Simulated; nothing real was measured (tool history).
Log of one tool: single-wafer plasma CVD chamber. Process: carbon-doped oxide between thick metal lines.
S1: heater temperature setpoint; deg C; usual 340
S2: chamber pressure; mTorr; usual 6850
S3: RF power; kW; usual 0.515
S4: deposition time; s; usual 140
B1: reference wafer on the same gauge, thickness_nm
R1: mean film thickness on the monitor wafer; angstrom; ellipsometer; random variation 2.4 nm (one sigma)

run     day   S1    S2     S3   S4       B1       R1
  1       0  340  6850  0.515  140  924.786  8254.51
  2       3  340  6850  0.515  140  924.421  8226.17
      6.142  -- capacitance manometer re-zeroed and calibrated
  3  16.312  340  6850  0.515  140  924.421  8145.39
  4  19.025  340  6850  0.515  140   922.77  8110.04
  5  23.042  340  6850   0.47  162  924.838  8545.49
  6  30.371  340  6850   0.47  162  924.386  8425.56
     31.808  -- gauge calibrated
     32.917  -- thermocouple changed; heater temperature recalibrated
  7  34.183  340  6850   0.47  162  923.622  8515.32
  8  37.296  340  6850  0.515  140  923.893  8113.41
  9  38.846  340  6850  0.515  140  923.903  8080.46
 10  40.967  343  6850  0.515  152  923.289   8683.5
 11  44.033  340  6850  0.585  140   923.93  9056.23
     46.308  -- capacitance manometer re-zeroed and calibrated
 12  46.904  340  6080  0.425  113  923.569  5105.18
 13  48.812  329  6850  0.425  140  924.542  6564.05
      50.75  -- RF generator calibrated
 14  51.654  340  6850  0.515  140  923.575   8278.2

The next listed run, before its measurement:
 15  54.333  340  7600  0.465  116   ?   ?

Run 15 gave B1 924.319, R1 6232.1 angstrom.
Without the tool's hidden state the same run would have given R1 6270.29 angstrom.

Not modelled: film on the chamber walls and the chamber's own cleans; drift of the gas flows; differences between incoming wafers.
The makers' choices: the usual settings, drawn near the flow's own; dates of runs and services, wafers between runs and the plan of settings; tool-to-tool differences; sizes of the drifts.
